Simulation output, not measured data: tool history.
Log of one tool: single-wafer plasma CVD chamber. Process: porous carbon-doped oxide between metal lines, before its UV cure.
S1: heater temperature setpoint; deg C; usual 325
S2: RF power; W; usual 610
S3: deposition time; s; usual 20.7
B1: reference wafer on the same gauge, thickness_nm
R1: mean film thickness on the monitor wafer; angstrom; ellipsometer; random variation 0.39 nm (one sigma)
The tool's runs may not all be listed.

{"run": 1, "hour": 0.0, "S1": 325, "S2": 610, "S3": 21.6, "B1": 111.13, "R1": 1045.48}
{"run": 2, "hour": 54.4, "S1": 325, "S2": 610, "S3": 21.6, "B1": 111.026, "R1": 1041.75}
{"run": 3, "hour": 82.3, "S1": 325, "S2": 695, "S3": 20.7, "B1": 111.078, "R1": 1083.91}
{"run": 4, "hour": 140.2, "S1": 325, "S2": 695, "S3": 20.7, "B1": 110.982, "R1": 1079.11}
{"run": 5, "hour": 168.1, "S1": 325, "S2": 610, "S3": 20.7, "B1": 111.135, "R1": 996.98}
{"run": 6, "hour": 209.8, "S1": 325, "S2": 610, "S3": 20.7, "B1": 110.989, "R1": 996.92}
{"run": 7, "hour": 248.8, "S1": 320, "S2": 610, "S3": 20.7, "B1": 110.899, "R1": 1016.79}
{"run": 8, "hour": 279.1, "S1": 320, "S2": 610, "S3": 20.7, "B1": 111.064, "R1": 1007.59}
{"run": 9, "hour": 314.9, "S1": 320, "S2": 610, "S3": 20.7, "B1": 110.856, "R1": 1017.46}
{"run": 10, "hour": 379.7, "S1": 325, "S2": 515, "S3": 20.7, "B1": 110.922, "R1": 898.83}
{"run": 11, "hour": 411.7, "S1": 325, "S2": 545, "S3": 17.6, "B1": 110.999, "R1": 799.21}
{"run": 12, "hour": 437.0, "S1": 325, "S2": 545, "S3": 17.6, "B1": 110.896, "R1": 798.72}
{"run": 13, "hour": 462.9, "S1": 325, "S2": 545, "S3": 17.6, "B1": 110.877, "R1": 793.82}
{"run": 14, "hour": 488.5, "S1": 325, "S2": 610, "S3": 20.7, "B1": 110.959, "R1": 988.8}
{"run": 15, "hour": 549.5, "S1": 325, "S2": 610, "S3": 20.7, "B1": 111.019, "R1": 997.34}
{"run": 16, "hour": 573.9, "S1": 325, "S2": 610, "S3": 20.7, "B1": 111.153, "R1": 986.74}
{"run": 17, "hour": 640.7, "S1": 325, "S2": 570, "S3": 16.7, "B1": 110.925, "R1": 773.31}
{"run": 18, "hour": 707.1, "S1": 325, "S2": 610, "S3": 20.7, "B1": 111.03, "R1": 990.89}
{"run": 19, "hour": 771.5, "S1": 319, "S2": 515, "S3": 20.7, "B1": 111.146, "R1": 918.07}
{"run": 20, "hour": 812.6, "S1": 332, "S2": 610, "S3": 16.9, "B1": 111.199, "R1": 787.79}
{"hour": 863.4, "done": "showerhead replaced"}
{"run": 21, "hour": 882.3, "S1": 338, "S2": 685, "S3": 20.7, "B1": 110.807, "R1": 1006.9}
{"hour": 901.3, "done": "RF generator calibrated"}
{"run": 22, "hour": 939.8, "S1": 325, "S2": 610, "S3": 20.7, "B1": 110.922, "R1": 966.65}
{"hour": 992.3, "done": "gauge calibrated"}
{"run": 23, "hour": 1008.3, "S1": 332, "S2": 680, "S3": 19.3, "B1": 110.86, "R1": 925.51}
{"run": 24, "hour": 1050.7, "S1": 314, "S2": 510, "S3": 24.3, "B1": 111.152, "R1": 1052.6}
{"run": 25, "hour": 1090.4, "S1": 320, "S2": 700, "S3": 18.3, "B1": 110.983, "R1": 950.63}
{"hour": 1142.1, "done": "thermocouple changed; heater temperature recalibrated"}
{"run": 26, "hour": 1154.8, "S1": 335, "S2": 610, "S3": 20.7, "B1": 111.017, "R1": 916.53}
{"run": 27, "hour": 1222.6, "S1": 312, "S2": 510, "S3": 17.5, "B1": 110.93, "R1": 772.21}
{"hour": 1274.8, "done": "RF generator calibrated, repeated, since the last time left the tool worse"}
{"run": 28, "hour": 1275.3, "S1": 325, "S2": 610, "S3": 20.7, "B1": 111.05, "R1": 1010.17}
{"run": 29, "hour": 1321.2, "S1": 319, "S2": 700, "S3": 24.4, "B1": 111.12, "R1": 1332.68}
{"run": 30, "hour": 1369.4, "S1": 332, "S2": 570, "S3": 18.3, "B1": 111.137, "R1": 834.73}
{"run": 31, "hour": 1409.5, "S1": 325, "S2": 610, "S3": 20.7, "B1": 110.92, "R1": 1004.49}
{"run": 32, "hour": 1434.3, "S1": 325, "S2": 610, "S3": 22, "B1": 111.067, "R1": 1068.07}
{"run": 33, "hour": 1467.8, "S1": 325, "S2": 655, "S3": 20.7, "B1": 111.151, "R1": 1051.04}
{"run": 34, "hour": 1536.4, "S1": 316, "S2": 610, "S3": 20.7, "B1": 110.937, "R1": 1039.68}

Measured less the same run without the tool's hidden state. The same run-to-run variation is in both; the gauge's scatter may not be:
The hidden state here: wafer temperature above the value expected at the setpoint (K); delivered RF power above the setpoint (%); gauge reads high (%).
run=1 R1=-12.92
run=2 R1=-15.04
run=3 R1=-16.44
run=4 R1=-18.29
run=5 R1=-17.97
run=6 R1=-19.05
run=7 R1=-20.38
run=8 R1=-20.87
run=9 R1=-21.81
run=10 R1=-20.75
run=11 R1=-18.87
run=12 R1=-19.17
run=13 R1=-19.34
run=14 R1=-23.92
run=15 R1=-24.86
run=16 R1=-24.85
run=17 R1=-19.98
run=18 R1=-26.14
run=19 R1=-25.16
run=20 R1=-21.34
run=21 R1=-27.22
run=22 R1=-51.17
run=23 R1=-52.65
run=24 R1=-64.84
run=25 R1=-58
run=26 R1=-59.24
run=27 R1=-53.66
run=28 R1=-2.34
run=29 R1=-6.86
run=30 R1=-6.66
run=31 R1=-10.09
run=32 R1=-11.99
run=33 R1=-13.34
run=34 R1=-16.05

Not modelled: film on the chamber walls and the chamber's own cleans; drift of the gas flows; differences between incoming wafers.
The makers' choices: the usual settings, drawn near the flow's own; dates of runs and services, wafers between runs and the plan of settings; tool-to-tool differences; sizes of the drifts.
